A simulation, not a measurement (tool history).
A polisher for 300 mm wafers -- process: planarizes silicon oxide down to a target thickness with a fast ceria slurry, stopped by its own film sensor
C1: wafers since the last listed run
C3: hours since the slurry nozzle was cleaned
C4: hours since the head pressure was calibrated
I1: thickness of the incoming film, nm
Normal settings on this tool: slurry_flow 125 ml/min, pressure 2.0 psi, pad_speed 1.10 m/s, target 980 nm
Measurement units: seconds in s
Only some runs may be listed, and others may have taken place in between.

{"run": 1, "hour": 0.0, "slurry_flow": 125, "pressure": 2.0, "pad_speed": 1.0, "target": 980, "C1": 0, "wafers polished on this pad": 1026, "C3": 1.1, "C4": 107.0, "I1": 1797.1, "seconds": 80.9}
{"hour": 4.7, "done": "worn pad replaced by a new one"}
{"run": 2, "hour": 62.7, "slurry_flow": 125, "pressure": 2.0, "pad_speed": 1.0, "target": 980, "C1": 369, "wafers polished on this pad": 365, "C3": 63.8, "C4": 169.7, "I1": 1820.1, "seconds": 79.1}
{"run": 3, "hour": 109.0, "slurry_flow": 125, "pressure": 2.0, "pad_speed": 1.0, "target": 980, "C1": 291, "wafers polished on this pad": 656, "C3": 110.1, "C4": 216.0, "I1": 1768.1, "seconds": 77.0}
{"run": 4, "hour": 140.3, "slurry_flow": 125, "pressure": 2.3, "pad_speed": 0.96, "target": 980, "C1": 196, "wafers polished on this pad": 853, "C3": 141.4, "C4": 247.3, "I1": 1781.2, "seconds": 74.7}
{"hour": 156.1, "done": "worn pad replaced by a new one"}
{"run": 5, "hour": 209.8, "slurry_flow": 125, "pressure": 2.3, "pad_speed": 0.96, "target": 980, "C1": 412, "wafers polished on this pad": 337, "C3": 210.9, "C4": 316.8, "I1": 1779.0, "seconds": 72.9}
{"run": 6, "hour": 246.6, "slurry_flow": 125, "pressure": 2.0, "pad_speed": 1.1, "target": 980, "C1": 231, "wafers polished on this pad": 569, "C3": 247.7, "C4": 353.6, "I1": 1801.9, "seconds": 72.8}
{"run": 7, "hour": 274.7, "slurry_flow": 125, "pressure": 2.0, "pad_speed": 1.1, "target": 980, "C1": 176, "wafers polished on this pad": 746, "C3": 275.8, "C4": 381.7, "I1": 1781.2, "seconds": 70.8}
{"run": 8, "hour": 337.6, "slurry_flow": 125, "pressure": 2.0, "pad_speed": 1.1, "target": 1176, "C1": 395, "wafers polished on this pad": 1142, "C3": 338.7, "C4": 444.6, "I1": 1782.1, "seconds": 58.2}
{"hour": 343.0, "done": "worn pad replaced by a new one"}
{"run": 9, "hour": 366.1, "slurry_flow": 125, "pressure": 2.0, "pad_speed": 1.1, "target": 980, "C1": 154, "wafers polished on this pad": 145, "C3": 367.2, "C4": 473.1, "I1": 1796.7, "seconds": 68.0}
{"run": 10, "hour": 415.7, "slurry_flow": 125, "pressure": 1.8, "pad_speed": 1.1, "target": 708, "C1": 312, "wafers polished on this pad": 457, "C3": 416.8, "C4": 522.7, "I1": 1820.5, "seconds": 101.8}
{"run": 11, "hour": 467.8, "slurry_flow": 125, "pressure": 2.0, "pad_speed": 1.28, "target": 980, "C1": 327, "wafers polished on this pad": 785, "C3": 468.9, "C4": 574.8, "I1": 1830.5, "seconds": 66.3}
{"hour": 502.9, "done": "worn pad replaced by a new one"}
{"run": 12, "hour": 512.8, "slurry_flow": 125, "pressure": 1.6, "pad_speed": 1.42, "target": 1189, "C1": 258, "wafers polished on this pad": 62, "C3": 513.9, "C4": 619.8, "I1": 1786.3, "seconds": 42.3}
{"hour": 546.1, "done": "slurry nozzle cleaned"}
{"run": 13, "hour": 575.5, "slurry_flow": 125, "pressure": 2.0, "pad_speed": 1.28, "target": 1156, "C1": 388, "wafers polished on this pad": 450, "C3": 29.4, "C4": 682.5, "I1": 1803.1, "seconds": 48.0}
{"hour": 587.7, "done": "head pressure recalibrated"}
{"run": 14, "hour": 634.5, "slurry_flow": 145, "pressure": 2.0, "pad_speed": 1.26, "target": 980, "C1": 358, "wafers polished on this pad": 809, "C3": 88.4, "C4": 46.8, "I1": 1797.8, "seconds": 61.5}
{"hour": 677.8, "done": "worn pad replaced by a new one"}
{"run": 15, "hour": 694.1, "slurry_flow": 150, "pressure": 1.4, "pad_speed": 0.82, "target": 1161, "C1": 349, "wafers polished on this pad": 102, "C3": 148.0, "C4": 106.4, "I1": 1773.0, "seconds": 84.2}
{"run": 16, "hour": 745.3, "slurry_flow": 125, "pressure": 2.0, "pad_speed": 1.1, "target": 980, "C1": 322, "wafers polished on this pad": 424, "C3": 199.2, "C4": 157.6, "I1": 1806.0, "seconds": 72.6}

Consider 4 possible next runs. They are alternatives, not a sequence: every one starts from the tool as it was left by run 16. What does each give?
{"run": "A", "hour": 745.7, "slurry_flow": 125, "pressure": 2.0, "pad_speed": 1.1, "target": 980, "C1": 2, "wafers polished on this pad": 427, "C3": 199.6, "C4": 158.0, "I1": 1799.6, "seconds": "?"}
{"run": "B", "hour": 745.7, "slurry_flow": 165, "pressure": 2.0, "pad_speed": 1.1, "target": 1080, "C1": 2, "wafers polished on this pad": 427, "C3": 199.6, "C4": 158.0, "I1": 1799.6, "seconds": "?"}
{"run": "C", "hour": 745.7, "slurry_flow": 95, "pressure": 1.6, "pad_speed": 1.1, "target": 980, "C1": 2, "wafers polished on this pad": 427, "C3": 199.6, "C4": 158.0, "I1": 1799.6, "seconds": "?"}
{"run": "D", "hour": 745.7, "slurry_flow": 125, "pressure": 2.0, "pad_speed": 0.74, "target": 980, "C1": 2, "wafers polished on this pad": 427, "C3": 199.6, "C4": 158.0, "I1": 1799.6, "seconds": "?"}

run=A seconds=70.0
run=B seconds=58.3
run=C seconds=86.5
run=D seconds=104.0
Take away the tool's hidden state, keep each run's random variation, and the runs would have read:
run=A seconds=65.7
run=B seconds=54.7
run=C seconds=81.2
run=D seconds=97.7
